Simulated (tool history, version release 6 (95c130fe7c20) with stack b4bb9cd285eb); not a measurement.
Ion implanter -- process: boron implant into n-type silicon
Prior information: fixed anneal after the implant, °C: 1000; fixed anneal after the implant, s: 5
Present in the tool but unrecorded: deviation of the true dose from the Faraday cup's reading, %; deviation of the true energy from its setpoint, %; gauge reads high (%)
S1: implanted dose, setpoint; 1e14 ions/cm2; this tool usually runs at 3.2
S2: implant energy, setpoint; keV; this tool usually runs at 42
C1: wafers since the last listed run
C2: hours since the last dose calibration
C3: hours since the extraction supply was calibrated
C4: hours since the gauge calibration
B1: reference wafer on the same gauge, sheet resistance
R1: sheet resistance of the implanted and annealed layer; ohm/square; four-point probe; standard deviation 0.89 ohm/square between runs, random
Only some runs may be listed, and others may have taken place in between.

Run 1, hour 0: usual settings; C1 0; C2 634.4; C3 5665.2; C4 217.4; B1 352.89. Result: R1 315.58 ohm/square.
Run 2, hour 18.7: usual settings; C1 290; C2 653.1; C3 5683.9; C4 236.1; B1 352.76. Result: R1 315.32 ohm/square.
Run 3, hour 48.2: usual settings; C1 457; C2 682.6; C3 5713.4; C4 265.6; B1 353.49. Result: R1 315.54 ohm/square.
Run 4, hour 62.6: usual settings; C1 223; C2 697; C3 5727.8; C4 280; B1 352.66. Result: R1 315.8 ohm/square.
Run 5, hour 90: usual settings; C1 425; C2 724.4; C3 5755.2; C4 307.4; B1 352.94. Result: R1 316.23 ohm/square.
Run 6, hour 113: usual settings but S1 3.47 1e14 ions/cm2, S2 45 keV; C1 356; C2 747.4; C3 5778.2; C4 330.4; B1 353.15. Result: R1 295.78 ohm/square.
Run 7, hour 135.8: usual settings but S2 33.5 keV; C1 353; C2 770.2; C3 5801; C4 353.2; B1 352.78. Result: R1 324.36 ohm/square.
Run 8, hour 162: usual settings but S2 33.5 keV; C1 406; C2 796.4; C3 5827.2; C4 379.4; B1 353.29. Result: R1 324.63 ohm/square.
Run 9, hour 177.1: usual settings but S1 2.62 1e14 ions/cm2, S2 36.5 keV; C1 234; C2 811.5; C3 5842.3; C4 394.5; B1 352.45. Result: R1 372.81 ohm/square.
Run 10, hour 194.9: usual settings; C1 276; C2 829.3; C3 5860.1; C4 412.3; B1 352.89. Result: R1 317.41 ohm/square.
At hour 230.7: extraction supply calibrated.
Run 11, hour 231.2: usual settings; C1 439; C2 865.6; C3 0.5; C4 448.6; B1 353. Result: R1 318.46 ohm/square.
Run 12, hour 244.9: usual settings; C1 212; C2 879.3; C3 14.2; C4 462.3; B1 352.96. Result: R1 319.47 ohm/square.
Run 13, hour 328.8: usual settings; C1 1301; C2 963.2; C3 98.1; C4 546.2; B1 352.84. Result: R1 319.1 ohm/square.
Run 14, hour 355.2: usual settings; C1 409; C2 989.6; C3 124.5; C4 572.6; B1 352.81. Result: R1 318.88 ohm/square.
At hour 369.6: Faraday cup replaced and dose calibrated.
Run 15, hour 376.8: usual settings but S2 56.5 keV; C1 210; C2 7.2; C3 146.1; C4 594.2; B1 353.1. Result: R1 315.94 ohm/square.
Run 16, hour 400.6: usual settings but S2 37 keV; C1 369; C2 31; C3 169.9; C4 618; B1 352.65. Result: R1 331.86 ohm/square.
At hour 469.7: gauge calibrated.
Run 17, hour 479.1: usual settings but S1 2.93 1e14 ions/cm2, S2 34 keV; C1 1217; C2 109.5; C3 248.4; C4 9.4; B1 352.8. Result: R1 356.97 ohm/square.
Run 18, hour 503.5: usual settings but S1 2.88 1e14 ions/cm2; C1 378; C2 133.9; C3 272.8; C4 33.8; B1 353.21. Result: R1 353.78 ohm/square.
At hour 521.7: Faraday cup replaced and dose calibrated, repeated, since the last time left the tool worse.
Run 19, hour 522.2: usual settings but S1 2.78 1e14 ions/cm2, S2 33.5 keV; C1 166; C2 0.5; C3 291.5; C4 52.5; B1 352.42. Result: R1 352.27 ohm/square.
Run 20, hour 530.4: usual settings but S1 3.68 1e14 ions/cm2, S2 37.5 keV; C1 127; C2 8.7; C3 299.7; C4 60.7; B1 352.9. Result: R1 282.99 ohm/square.
Run 21, hour 553: usual settings; C1 350; C2 31.3; C3 322.3; C4 83.3; B1 353.33. Result: R1 310.12 ohm/square.
Run 22, hour 623.1: usual settings; C1 1087; C2 101.4; C3 392.4; C4 153.4; B1 352.85. Result: R1 310.05 ohm/square.
Run 23, hour 644: usual settings but S1 3.97 1e14 ions/cm2, S2 51 keV; C1 324; C2 122.3; C3 413.3; C4 174.3; B1 353.12. Result: R1 259.79 ohm/square.
Run 24, hour 657.2: usual settings but S2 52 keV; C1 204; C2 135.5; C3 426.5; C4 187.5; B1 353.22. Result: R1 302.94 ohm/square.
Run 25, hour 678.1: usual settings but S1 2.52 1e14 ions/cm2, S2 50.5 keV; C1 324; C2 156.4; C3 447.4; C4 208.4; B1 353.43. Result: R1 360.33 ohm/square.
Run 26, hour 706.1: usual settings; C1 434; C2 184.4; C3 475.4; C4 236.4; B1 352.94. Result: R1 310.88 ohm/square.
Run 27, hour 726.3: usual settings; C1 313; C2 204.6; C3 495.6; C4 256.6; B1 353.07. Result: R1 311.03 ohm/square.
Run 28, hour 747.2: usual settings but S1 3.98 1e14 ions/cm2; C1 324; C2 225.5; C3 516.5; C4 277.5; B1 353.31. Result: R1 264.06 ohm/square.

Hidden state at the last listed run before each entry between runs and at the first one after, where it differs:
Logged between run 10 and run 11: extraction supply calibrated (hour 230.7)
  deviation of the true dose from the Faraday cup's reading, %: -2.54 -> -2.76
  measured result minus the result with no hidden state, R1: +6 -> +6.54 ohm/square
Logged between run 14 and run 15: Faraday cup replaced and dose calibrated (hour 369.6)
  deviation of the true dose from the Faraday cup's reading, %: -3.59 -> -6.42
  measured result minus the result with no hidden state, R1: +8.52 -> +14.55 ohm/square
Logged between run 16 and run 17: gauge calibrated (hour 469.7)
  deviation of the true dose from the Faraday cup's reading, %: -6.42 -> -6.46
  measured result minus the result with no hidden state, R1: +16.04 -> +17.3 ohm/square
Logged between run 18 and run 19: Faraday cup replaced and dose calibrated, repeated, since the last time left the tool worse (hour 521.7)
  deviation of the true dose from the Faraday cup's reading, %: -6.48 -> 0.441
  measured result minus the result with no hidden state, R1: +16.8 -> -1.15 ohm/square
